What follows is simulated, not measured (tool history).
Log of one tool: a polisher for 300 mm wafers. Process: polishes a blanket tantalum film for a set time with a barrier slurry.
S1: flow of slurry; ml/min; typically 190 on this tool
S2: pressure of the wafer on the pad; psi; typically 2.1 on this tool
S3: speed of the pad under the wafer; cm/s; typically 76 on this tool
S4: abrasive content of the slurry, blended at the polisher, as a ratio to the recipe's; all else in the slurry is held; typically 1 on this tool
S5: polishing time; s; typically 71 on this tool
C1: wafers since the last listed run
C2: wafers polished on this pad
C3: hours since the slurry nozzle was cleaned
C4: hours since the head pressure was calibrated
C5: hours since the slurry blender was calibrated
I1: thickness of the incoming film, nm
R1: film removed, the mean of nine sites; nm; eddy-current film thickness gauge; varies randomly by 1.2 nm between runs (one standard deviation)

run,day,S1,S2,S3,S4,S5,C1,C2,C3,C4,C5,I1,R1
1,0,190,2.1,94,1,66,0,1089,577.2,746.8,320.8,315.9,124.3
# day 1: slurry blender recalibrated
# day 1.796: worn pad replaced by a new one
# day 1.862: slurry nozzle cleaned
2,2.354,190,2.1,76,1,71,376,94,11.8,803.3,32.5,321.6,109.1
3,3.088,190,2.1,76,1,71,133,227,29.4,820.9,50.1,319.8,109.8
4,4.375,190,2.1,76,1,71,234,462,60.3,851.8,81,320,110.9
5,5.2,190,2.1,90,1,71,150,613,80.1,871.6,100.8,319.6,132.5
6,6.204,190,2.1,76,1,71,183,796,104.2,895.7,124.9,321.2,109.6
7,6.842,190,2.1,76,1,71,116,912,119.5,911,140.2,321.8,110.5
8,7.788,190,2.1,76,1,71,172,1085,142.2,933.7,162.9,319.6,107.5
# day 9.321: worn pad replaced by a new one
9,10.704,190,2.1,76,1,71,501,252,212.2,1003.7,232.9,316.3,110.3
# day 11.796: head pressure recalibrated
10,12.121,190,2.1,76,1,71,243,495,246.2,7.8,266.9,315.9,111
# day 13.2: slurry blender recalibrated
11,13.529,190,2.1,76,1,71,241,737,280,41.6,7.9,321.9,110.6
12,14.383,190,2.1,76,1,71,155,893,300.5,62.1,28.4,321.3,109.1
# day 15.225: worn pad replaced by a new one
13,15.612,190,2.1,76,1,71,193,70,330,91.6,57.9,317.1,107.4
14,16.788,190,2.1,76,1.2,71,214,284,358.2,119.8,86.1,315.1,114.6
15,17.454,190,2.1,76,1,71,121,406,374.2,135.8,102.1,320.7,108.8
16,18.417,240,2.3,76,1,80,175,582,397.3,158.9,125.2,323,139.6
17,19.754,190,2.1,76,1,71,244,826,429.4,191,157.3,314.2,109
18,21.038,210,2.3,76,1.15,71,234,1060,460.2,221.8,188.1,313.1,126.7
19,21.617,190,2.1,52,1,71,105,1166,474.1,235.7,202,321.5,76.1
# day 22.046: worn pad replaced by a new one
20,22.612,190,2.1,92,1,63,151,103,498,259.6,225.9,319.7,117.3
21,23.254,190,2.1,76,1,71,117,220,513.4,275,241.3,325.5,110
22,24.021,190,2.1,76,1,71,139,360,531.8,293.4,259.7,322.8,110.8
23,24.929,155,1.9,76,1,71,165,525,553.6,315.2,281.5,321.9,97.2
# day 25.025: slurry nozzle cleaned
24,26.317,170,2.1,102,1.25,71,245,771,31,348.5,314.8,317.5,150.9
# day 27.671: slurry blender recalibrated
25,27.692,190,2.1,102,1,71,235,1007,64,381.5,0.5,320.8,149.1
26,28.892,190,1.7,76,1,71,218,1226,92.8,410.3,29.3,315.2,87.9
# day 29.829: worn pad replaced by a new one
27,30.075,190,2.7,76,1,71,185,44,121.2,438.7,57.7,320.1,145
28,31.475,220,2.1,76,1,71,255,300,154.8,472.3,91.3,323.2,114.8
29,32.379,190,2.4,96,1.2,71,164,465,176.5,494,113,323.1,165.8

Forecast each of these 5 alternatives for the next run:
A,32.4,190,2.1,76,1,87,3,469,177,494.5,113.5,322.4,?
B,32.4,150,1.8,52,1,71,3,469,177,494.5,113.5,322.4,?
C,32.4,190,2.1,84,1,71,3,469,177,494.5,113.5,322.4,?
D,32.4,140,2.1,76,0.7,71,3,469,177,494.5,113.5,322.4,?
E,32.4,240,2.1,60,1,71,3,469,177,494.5,113.5,322.4,?

run,R1
A,136.5
B,62.7
C,123.1
D,96.4
E,90.8
Stripped of hidden state, with their random variation kept, the same runs would have yielded:
run,R1
A,136.5
B,62.7
C,123.1
D,96.4
E,90.8

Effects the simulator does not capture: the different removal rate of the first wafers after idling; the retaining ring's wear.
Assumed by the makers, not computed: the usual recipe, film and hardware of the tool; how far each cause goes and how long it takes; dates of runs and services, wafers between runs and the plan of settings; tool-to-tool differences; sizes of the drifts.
